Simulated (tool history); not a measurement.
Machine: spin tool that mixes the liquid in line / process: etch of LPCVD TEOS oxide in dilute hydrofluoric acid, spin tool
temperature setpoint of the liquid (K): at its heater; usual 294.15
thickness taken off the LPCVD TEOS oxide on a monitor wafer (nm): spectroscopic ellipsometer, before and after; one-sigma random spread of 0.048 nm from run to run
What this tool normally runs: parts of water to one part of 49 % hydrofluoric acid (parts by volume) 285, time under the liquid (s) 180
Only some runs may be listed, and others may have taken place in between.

run   hour  temperature setpoint of the liquid (K)  parts of water to one part of 49 % hydrofluoric acid (parts by volume)  time under the liquid (s)  read-back film thickness of the LPCVD TEOS oxide reference wafer, read on the same gauge (nm)  thickness taken off the LPCVD TEOS oxide on a monitor wafer (nm)
  1    0.0                                  294.15                                                                     285                        100                                                                                          29.97                                                              7.44
  2   12.0                                  294.15                                                                     285                        100                                                                                          30.01                                                              7.45
  3   27.3                                  294.15                                                                     285                        100                                                                                          30.01                                                              7.44
  4   36.9                                  294.15                                                                     285                        180                                                                                          29.97                                                             13.45
  5   48.6                                  294.15                                                                     285                        180                                                                                          29.99                                                             13.44
  6   58.7                                  294.15                                                                     285                        180                                                                                          29.99                                                             13.46
  7   71.2                                  294.15                                                                     285                        180                                                                                          30.00                                                             13.46
  8   80.1                                  294.15                                                                     285                        180                                                                                          30.00                                                             13.52
  9   92.1                                  294.15                                                                     285                        180                                                                                          29.97                                                             13.49
 10  108.2                                  294.15                                                                     285                        180                                                                                          29.99                                                             13.54
 11  115.1                                  294.15                                                                     285                        180                                                                                          30.03                                                             13.54
 12  127.2                                  294.15                                                                     285                        180                                                                                          30.02                                                             13.46
 13  142.4                                  294.15                                                                     285                        180                                                                                          30.03                                                             13.52
 14  157.9                                  294.15                                                                     285                        135                                                                                          30.02                                                             10.12
 15  169.0                                  299.15                                                                     285                        180                                                                                          30.01                                                             16.18
 16  184.7                                  292.65                                                                     410                        125                                                                                          30.02                                                              5.61
     187.8  -- hydrofluoric acid flow meter replaced
     198.9  -- thermometer replaced
 17  201.9                                  292.65                                                                     285                        180                                                                                          29.98                                                             11.35
     205.2  -- gauge calibrated
 18  217.7                                  294.15                                                                     285                        180                                                                                          29.99                                                             12.02
 19  234.9                                  292.65                                                                     410                        125                                                                                          30.00                                                              4.91
 20  247.7                                  294.15                                                                     285                        150                                                                                          30.02                                                              9.98
 21  263.3                                  297.15                                                                     195                         90                                                                                          30.01                                                             10.71
 22  295.6                                  294.15                                                                     285                        180                                                                                          29.97                                                             12.03
 23  306.5                                  299.15                                                                     400                        180                                                                                          30.02                                                              9.16
 24  313.6                                  296.15                                                                     285                        100                                                                                          30.00                                                              7.16
 25  321.2                                  296.15                                                                     205                        225                                                                                          30.01                                                             24.47
 26  328.3                                  294.15                                                                     285                        180                                                                                          29.99                                                             12.05
 27  335.9                                  292.65                                                                     410                        125                                                                                          30.00                                                              4.97
 28  346.6                                  294.15                                                                     330                        180                                                                                          30.02                                                             10.03

3 ways to go on from here, each from the tool as it stands after run 28. What would each give?
  A  347.1                                  294.15                                                                     285                        180                                                                                              ?                                                                 ?
  B  347.1                                  294.15                                                                     425                         70                                                                                              ?                                                                 ?
  C  347.1                                  292.15                                                                     340                        225                                                                                              ?                                                                 ?

run  read-back film thickness of the LPCVD TEOS oxide reference wafer, read on the same gauge (nm)  thickness taken off the LPCVD TEOS oxide on a monitor wafer (nm)
  A                                                                                          30.01                                                             12.06
  B                                                                                          30.01                                                              2.79
  C                                                                                          30.01                                                             11.19
Take away the tool's hidden state, keep each run's random variation, and the runs would have read:
run  thickness taken off the LPCVD TEOS oxide on a monitor wafer (nm)
  A                                                             11.86
  B                                                              2.74
  C                                                             11.01
